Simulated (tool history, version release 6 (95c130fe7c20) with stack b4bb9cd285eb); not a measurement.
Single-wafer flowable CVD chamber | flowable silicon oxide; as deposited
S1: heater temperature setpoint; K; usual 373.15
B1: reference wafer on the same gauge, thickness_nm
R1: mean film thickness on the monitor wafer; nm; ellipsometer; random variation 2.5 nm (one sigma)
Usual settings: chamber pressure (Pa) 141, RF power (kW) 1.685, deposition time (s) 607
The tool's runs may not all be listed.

run 1 hour=0 | S1=378.15 chamber_pressure_(Pa)=141 RF_power_(kW)=1.685 deposition_time_(s)=607 | B1=502.129 | R1=385.384
-- hour=3.7 gauge calibrated
run 2 hour=205.6 | S1=373.15 chamber_pressure_(Pa)=141 RF_power_(kW)=1.685 deposition_time_(s)=607 | B1=480.905 | R1=451.74
run 3 hour=298.8 | S1=373.15 chamber_pressure_(Pa)=141 RF_power_(kW)=1.685 deposition_time_(s)=579 | B1=481.887 | R1=430.143
run 4 hour=395.6 | S1=373.15 chamber_pressure_(Pa)=141 RF_power_(kW)=1.685 deposition_time_(s)=552 | B1=482.409 | R1=407.388
-- hour=439 thermocouple changed; heater temperature recalibrated
-- hour=485.5 capacitance manometer re-zeroed and calibrated
run 5 hour=496 | S1=373.15 chamber_pressure_(Pa)=141 RF_power_(kW)=1.685 deposition_time_(s)=607 | B1=483.837 | R1=445.629
-- hour=582.1 showerhead replaced
run 6 hour=592.4 | S1=373.15 chamber_pressure_(Pa)=141 RF_power_(kW)=1.685 deposition_time_(s)=563 | B1=483.975 | R1=423.578
run 7 hour=695.2 | S1=373.15 chamber_pressure_(Pa)=131 RF_power_(kW)=1.685 deposition_time_(s)=607 | B1=483.921 | R1=414.52
run 8 hour=755.6 | S1=361.15 chamber_pressure_(Pa)=116 RF_power_(kW)=1.945 deposition_time_(s)=498 | B1=485.185 | R1=487.386
run 9 hour=818.6 | S1=379.15 chamber_pressure_(Pa)=161 RF_power_(kW)=1.685 deposition_time_(s)=646 | B1=483.646 | R1=433.903
run 10 hour=887.6 | S1=373.15 chamber_pressure_(Pa)=141 RF_power_(kW)=1.405 deposition_time_(s)=673 | B1=485.869 | R1=481.156
run 11 hour=980.2 | S1=364.15 chamber_pressure_(Pa)=151 RF_power_(kW)=1.685 deposition_time_(s)=552 | B1=486.089 | R1=623.407
run 12 hour=1042.1 | S1=373.15 chamber_pressure_(Pa)=141 RF_power_(kW)=1.685 deposition_time_(s)=607 | B1=485.246 | R1=452.393
run 13 hour=1088.5 | S1=373.15 chamber_pressure_(Pa)=141 RF_power_(kW)=1.685 deposition_time_(s)=607 | B1=485.561 | R1=452.369
run 14 hour=1133.8 | S1=373.15 chamber_pressure_(Pa)=141 RF_power_(kW)=1.685 deposition_time_(s)=607 | B1=486.966 | R1=453.041
run 15 hour=1212.3 | S1=366.15 chamber_pressure_(Pa)=141 RF_power_(kW)=1.685 deposition_time_(s)=607 | B1=487.539 | R1=592.767
run 16 hour=1298.7 | S1=369.15 chamber_pressure_(Pa)=141 RF_power_(kW)=1.685 deposition_time_(s)=607 | B1=487.943 | R1=525.399
run 17 hour=1362.1 | S1=367.15 chamber_pressure_(Pa)=141 RF_power_(kW)=1.685 deposition_time_(s)=497 | B1=487.128 | R1=467.049
-- hour=1412.2 RF generator calibrated
-- hour=1431.5 capacitance manometer re-zeroed and calibrated
run 18 hour=1465.8 | S1=361.15 chamber_pressure_(Pa)=165 RF_power_(kW)=1.825 deposition_time_(s)=607 | B1=488.034 | R1=847.355
run 19 hour=1553.5 | S1=365.15 chamber_pressure_(Pa)=141 RF_power_(kW)=1.39 deposition_time_(s)=654 | B1=488.425 | R1=630.125
run 20 hour=1631.9 | S1=385.15 chamber_pressure_(Pa)=160 RF_power_(kW)=1.685 deposition_time_(s)=607 | B1=489.451 | R1=328.79
run 21 hour=1726.4 | S1=373.15 chamber_pressure_(Pa)=141 RF_power_(kW)=1.42 deposition_time_(s)=607 | B1=489.377 | R1=437.226
-- hour=1760.5 thermocouple changed; heater temperature recalibrated
run 22 hour=1780.5 | S1=373.15 chamber_pressure_(Pa)=141 RF_power_(kW)=1.685 deposition_time_(s)=607 | B1=489.919 | R1=457.198
run 23 hour=1849 | S1=373.15 chamber_pressure_(Pa)=141 RF_power_(kW)=1.685 deposition_time_(s)=607 | B1=490.352 | R1=453.672
run 24 hour=1909 | S1=381.15 chamber_pressure_(Pa)=141 RF_power_(kW)=1.955 deposition_time_(s)=723 | B1=490.66 | R1=415.37
run 25 hour=1993 | S1=377.15 chamber_pressure_(Pa)=132 RF_power_(kW)=1.685 deposition_time_(s)=654 | B1=491.501 | R1=392.594
run 26 hour=2047.9 | S1=373.15 chamber_pressure_(Pa)=141 RF_power_(kW)=1.685 deposition_time_(s)=563 | B1=491.731 | R1=424.161
run 27 hour=2089.6 | S1=373.15 chamber_pressure_(Pa)=141 RF_power_(kW)=1.685 deposition_time_(s)=607 | B1=491.531 | R1=460.819
run 28 hour=2151.4 | S1=364.15 chamber_pressure_(Pa)=172 RF_power_(kW)=2.005 deposition_time_(s)=692 | B1=491.906 | R1=924.639

Forecast each of these 4 alternatives for the next run:
run A hour=2152 | S1=373.15 chamber_pressure_(Pa)=141 RF_power_(kW)=1.685 deposition_time_(s)=607 | B1=? | R1=?
run B hour=2152 | S1=373.15 chamber_pressure_(Pa)=141 RF_power_(kW)=1.685 deposition_time_(s)=706 | B1=? | R1=?
run C hour=2152 | S1=373.15 chamber_pressure_(Pa)=141 RF_power_(kW)=1.94 deposition_time_(s)=489 | B1=? | R1=?
run D hour=2152 | S1=373.15 chamber_pressure_(Pa)=141 RF_power_(kW)=1.685 deposition_time_(s)=500 | B1=? | R1=?

run=A B1=491.587 R1=462.609
run=B B1=491.587 R1=538.059
run=C B1=491.587 R1=384.575
run=D B1=491.587 R1=381.062
Without the tool's hidden state the same runs would have given:
run=A R1=454.09
run=B R1=528.151
run=C R1=377.493
run=D R1=374.045
